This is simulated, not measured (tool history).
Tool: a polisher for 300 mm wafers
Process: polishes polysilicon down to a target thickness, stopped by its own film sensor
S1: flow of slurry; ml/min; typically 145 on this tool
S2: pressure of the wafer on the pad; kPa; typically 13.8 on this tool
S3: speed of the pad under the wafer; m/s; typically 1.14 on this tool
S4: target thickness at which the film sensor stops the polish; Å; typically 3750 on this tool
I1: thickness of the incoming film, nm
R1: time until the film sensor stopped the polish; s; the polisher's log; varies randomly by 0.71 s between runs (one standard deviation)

run,hour,S1,S2,S3,S4,I1,R1
1,0,170,13.8,1.14,3750,696.6,40.3
2,68.6,170,13.8,1.14,3750,700.6,43.9
# hour 75.7: slurry nozzle cleaned
3,129.5,170,13.8,1.14,3750,688.9,42.6
4,193.1,145,13.8,1.14,3750,702.4,45.5
5,220.8,145,13.8,1.14,3750,706,46.3
# hour 348.9: worn pad replaced by a new one
6,425.4,145,13.8,1.14,3750,700.1,45.5
# hour 434.7: slurry nozzle cleaned
7,479.6,145,13.8,1.14,3750,703,45.4
8,538.5,145,13.8,1.14,3750,700.5,45.5
9,608.5,145,13.8,1.14,3750,689.2,45.8
10,634.1,145,13.8,1.14,3750,699,45.9
11,695.7,145,13.8,1.14,3750,703.6,45.8
# hour 707.8: worn pad replaced by a new one, of another model than before
12,721.5,145,13.8,1.14,3750,712.3,44.6
# hour 741.7: slurry nozzle cleaned
13,761.5,145,13.8,1.14,3750,704.9,46.3
# hour 764.9: head pressure recalibrated
14,813.7,145,13.8,1.14,3750,697,44.5
15,881,145,13.8,1.14,3750,695.6,46
16,926.3,185,15.2,1.42,2920,692.7,45.6
# hour 1007.1: worn pad replaced by a new one
17,1034.5,130,13.8,1.14,3750,696.7,42.7
# hour 1060.8: slurry nozzle cleaned
18,1091.4,145,13.8,1.14,3750,695.5,43.4
19,1145.1,165,17.2,1.14,4660,696.6,27.3
20,1192,145,13.8,1.14,3750,697.3,44.1
21,1224.7,145,13.8,1.14,3750,705.7,45.3
22,1292.8,110,17.9,0.82,4540,706,37.3
# hour 1335.1: worn pad replaced by a new one
23,1348.8,165,13.8,1.14,4180,702.7,37.2
24,1386.9,105,13.8,1.26,4380,698.1,36
# hour 1399.7: slurry nozzle cleaned
25,1411.2,145,11,1.14,4340,700.3,41.4
26,1471,170,13.8,1.14,3750,697.9,43.8
27,1637.5,130,13.8,1.46,3070,697.1,48
28,1699.1,145,13.8,1.14,2710,714,60.8

Branching from run 28: 3 alternative next runs. What would each branch give?
A,1699.5,145,13.8,1.14,3750,709.3,?
B,1699.5,180,15.2,1.14,3750,709.3,?
C,1699.5,115,13.8,1.02,4080,709.3,?

run,R1
A,46.7
B,42.8
C,46.1
With no hidden state in the tool, these same runs would have given:
run,R1
A,42.7
B,39.2
C,42.3
